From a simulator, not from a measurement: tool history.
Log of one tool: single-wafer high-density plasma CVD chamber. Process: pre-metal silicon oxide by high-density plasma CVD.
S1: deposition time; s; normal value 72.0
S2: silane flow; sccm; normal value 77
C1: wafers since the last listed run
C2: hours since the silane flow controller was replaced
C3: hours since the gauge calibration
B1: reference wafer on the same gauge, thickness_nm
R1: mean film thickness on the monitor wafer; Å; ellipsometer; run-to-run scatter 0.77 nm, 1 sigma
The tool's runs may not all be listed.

run   hour    S1  S2   C1      C2     C3       B1       R1
  1    0.0  76.6  65    0  2696.0  120.2  599.061  5053.73
  2   11.9  76.6  65  263  2707.9  132.1  598.952  5063.36
  3   19.9  76.6  65  177  2715.9  140.1  598.910  5066.21
  4   35.0  72.0  77  334  2731.0  155.2  598.991  5396.85
  5   41.1  72.0  77  135  2737.1  161.3  598.901  5414.84
  6   47.7  72.0  77  146  2743.7  167.9  598.879  5409.93
      56.2  -- gauge calibrated
  7   65.4  72.0  89  392  2761.4    9.2  598.732  6063.35
  8   72.8  67.2  77  163  2768.8   16.6  598.886  5033.94
  9   86.7  79.8  70  307  2782.7   30.5  599.151  5589.77
 10  103.5  79.8  70  372  2799.5   47.3  599.039  5588.64
 11  120.8  79.8  70  383  2816.8   64.6  598.788  5570.72
 12  135.8  72.0  77  332  2831.8   79.6  599.018  5410.73
 13  146.1  72.0  77  228  2842.1   89.9  599.236  5414.79
 14  155.7  72.0  82  212  2851.7   99.5  598.722  5688.00
 15  163.0  72.0  82  161  2859.0  106.8  598.929  5702.33
 16  171.3  72.0  77  183  2867.3  115.1  598.913  5434.50
     181.2  -- silane flow controller replaced
 17  181.7  79.3  81   53     0.5  125.5  599.236  5876.63
 18  194.3  77.0  83  279    13.1  138.1  599.042  5798.31
 19  206.6  79.8  62  272    25.4  150.4  598.797  4834.99
 20  219.3  72.0  77  281    38.1  163.1  598.845  5133.94
 21  259.4  72.0  84  888    78.2  203.2  598.940  5482.18
 22  268.2  72.0  88  194    87.0  212.0  599.000  5674.04
 23  280.5  62.7  88  272    99.3  224.3  598.676  4958.86
     285.0  -- gauge calibrated
 24  291.3  67.6  70  239   110.1    6.3  599.024  4479.99
 25  301.2  75.7  62  219   120.0   16.2  598.906  4582.40
 26  318.6  76.0  72  385   137.4   33.6  598.740  5133.26
 27  326.7  79.3  92  179   145.5   41.7  598.937  6487.67
 28  337.6  59.1  63  241   156.4   52.6  599.251  3624.13
 29  352.8  62.7  88  336   171.6   67.8  599.018  4960.33
 30  370.1  82.5  82  383   188.9   85.1  599.118  6178.21

Consider 4 possible next runs. They are alternatives, not a sequence: every one starts from the tool as it was left by run 30. What does each give?
  A  370.5  86.2  77   8  189.3  85.5   ?   ?
  B  370.5  67.5  66   8  189.3  85.5   ?   ?
  C  370.5  72.0  62   8  189.3  85.5   ?   ?
  D  370.5  77.2  82   8  189.3  85.5   ?   ?

run       B1       R1
  A  598.906  6140.66
  B  598.906  4284.43
  C  598.906  4366.78
  D  598.906  5771.98
Take away the tool's hidden state, keep each run's random variation, and the runs would have read:
run       R1
  A  6133.98
  B  4279.77
  C  4362.03
  D  5765.70
